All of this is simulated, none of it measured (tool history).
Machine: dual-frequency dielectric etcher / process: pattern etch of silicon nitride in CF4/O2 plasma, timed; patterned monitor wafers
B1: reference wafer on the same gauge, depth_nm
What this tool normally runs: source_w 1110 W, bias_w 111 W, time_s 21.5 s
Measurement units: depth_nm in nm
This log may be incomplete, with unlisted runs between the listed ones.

Run 1, day 0: usual settings but bias_w 129 W; B1 78. Result: depth_nm 83.4 nm.
At day 1.312: gauge calibrated.
Run 2, day 3.358: usual settings but bias_w 129 W; B1 78.1. Result: depth_nm 83.2 nm.
Run 3, day 6.467: usual settings but bias_w 129 W; B1 78. Result: depth_nm 83.8 nm.
Run 4, day 8.392: usual settings but bias_w 119 W; B1 78. Result: depth_nm 81.9 nm.
At day 11.283: wet clean of the chamber.
Run 5, day 11.304: usual settings but bias_w 119 W; B1 78. Result: depth_nm 79.9 nm.
Run 6, day 12.358: usual settings; B1 78. Result: depth_nm 78.4 nm.
Run 7, day 14.217: usual settings; B1 78. Result: depth_nm 78.5 nm.
Run 8, day 17.021: usual settings; B1 78. Result: depth_nm 78.8 nm.
At day 17.642: source power generator calibrated.
Run 9, day 19.233: usual settings; B1 77.9. Result: depth_nm 78.5 nm.
Run 10, day 21: usual settings but source_w 910 W, time_s 23.5 s; B1 78. Result: depth_nm 79.2 nm.
Run 11, day 24.554: usual settings but time_s 25.5 s; B1 78. Result: depth_nm 94.1 nm.
Run 12, day 28.9: usual settings; B1 78. Result: depth_nm 79.4 nm.
Run 13, day 32.6: usual settings but time_s 25 s; B1 78. Result: depth_nm 92.2 nm.
At day 35.888: wet clean of the chamber.
Run 14, day 35.908: usual settings; B1 78.1. Result: depth_nm 78.5 nm.
Run 15, day 37.579: usual settings but source_w 910 W, time_s 23.5 s; B1 78. Result: depth_nm 78.9 nm.
Run 16, day 44.6: usual settings but source_w 940 W; B1 78. Result: depth_nm 73.6 nm.
Run 17, day 46.329: usual settings but time_s 27.5 s; B1 77.9. Result: depth_nm 101.4 nm.
Run 18, day 48.583: usual settings but source_w 1260 W, bias_w 119 W, time_s 25.5 s; B1 78. Result: depth_nm 102.2 nm.
Run 19, day 51.446: usual settings but bias_w 103 W; B1 78. Result: depth_nm 77.5 nm.
Run 20, day 53.988: usual settings but source_w 970 W, bias_w 95 W, time_s 24 s; B1 78. Result: depth_nm 79.8 nm.
Run 21, day 58.438: usual settings but source_w 910 W, bias_w 123 W, time_s 19.5 s; B1 78. Result: depth_nm 69.3 nm.
Run 22, day 60.917: usual settings; B1 78. Result: depth_nm 80.3 nm.
At day 62.854: wet clean of the chamber.
Run 23, day 62.95: usual settings but source_w 1280 W, bias_w 121 W, time_s 25.5 s; B1 78. Result: depth_nm 102 nm.
Run 24, day 67.088: usual settings but source_w 1300 W, time_s 18 s; B1 77.9. Result: depth_nm 71.2 nm.
Run 25, day 71.096: usual settings but bias_w 96 W; B1 78. Result: depth_nm 75.9 nm.
Run 26, day 74.296: usual settings but source_w 890 W, bias_w 91 W, time_s 15 s; B1 78. Result: depth_nm 47 nm.
Run 27, day 77.196: usual settings but bias_w 99 W; B1 78. Result: depth_nm 76.7 nm.
Run 28, day 79.321: usual settings but source_w 1200 W, time_s 26.5 s; B1 78. Result: depth_nm 101.9 nm.
Run 29, day 83.325: usual settings but source_w 950 W, bias_w 96 W, time_s 19.5 s; B1 78. Result: depth_nm 65.1 nm.

Below are 5 alternative next runs, each starting from the tool's condition after run 29. Predict each:
Run A, day 83.342: usual settings; B1 ?. Result: depth_nm ?.
Run B, day 83.342: usual settings but source_w 870 W; B1 ?. Result: depth_nm ?.
Run C, day 83.342: usual settings but source_w 1010 W, bias_w 97 W, time_s 18 s; B1 ?. Result: depth_nm ?.
Run D, day 83.342: usual settings but bias_w 121 W; B1 ?. Result: depth_nm ?.
Run E, day 83.342: usual settings but source_w 1360 W; B1 ?. Result: depth_nm ?.

run  B1  depth_nm
  A  78      79.8
  B  78      72.1
  C  78      61.2
  D  78      82.2
  E  78      87.7
Without the tool's unlogged condition, the same runs would have read:
run  depth_nm
  A      77.8
  B      70.3
  C      59.7
  D      80.1
  E      85.5
